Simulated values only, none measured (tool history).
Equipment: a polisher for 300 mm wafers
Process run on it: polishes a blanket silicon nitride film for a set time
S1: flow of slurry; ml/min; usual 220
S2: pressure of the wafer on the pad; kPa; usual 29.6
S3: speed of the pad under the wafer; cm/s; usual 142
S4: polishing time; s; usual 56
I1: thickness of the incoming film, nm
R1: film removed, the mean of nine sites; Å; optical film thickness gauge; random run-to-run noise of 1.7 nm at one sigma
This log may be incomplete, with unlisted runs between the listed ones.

run     day   S1    S2   S3  S4     I1    R1
  1   0.000  220  29.6  174  56  441.2  1962
      0.712  -- head pressure recalibrated
  2   3.071  220  29.6  174  56  439.8  1940
  3   5.788  220  29.6  174  56  446.7  1946
  4  10.233  220  29.6  142  56  438.4  1661
     17.900  -- worn pad replaced by a new one
     18.296  -- slurry nozzle cleaned
  5  21.683  220  29.6  142  56  438.9  1702
  6  23.200  220  29.6  126  56  435.0  1530
  7  25.442  220  29.6  142  46  442.7  1382
  8  27.642  220  29.6  142  46  437.2  1354
  9  29.462  220  29.6  142  46  446.4  1343
 10  31.950  190  29.6  142  51  435.9  1489
     33.662  -- head pressure recalibrated
 11  36.167  220  29.6  142  56  444.4  1664
 12  38.133  220  25.5  154  56  442.9  1525
 13  41.529  220  25.5  154  56  439.4  1490
     45.629  -- worn pad replaced by a new one
 14  45.967  220  26.2  142  75  439.9  1934
 15  48.279  175  40.0  176  56  440.0  2575
     50.833  -- slurry nozzle cleaned
 16  51.554  220  29.6  142  64  442.8  1937
 17  53.775  220  29.6  142  73  434.3  2236
 18  57.492  220  29.6  142  56  437.9  1656
 19  60.488  220  29.6  142  46  436.6  1370

Forecast run 20:
     60.588  -- head pressure recalibrated
 20  62.658  220  22.8  142  70  439.1   ?

R1: 1596 Å
Without the tool's hidden state the same run would have given R1 1641 Å.
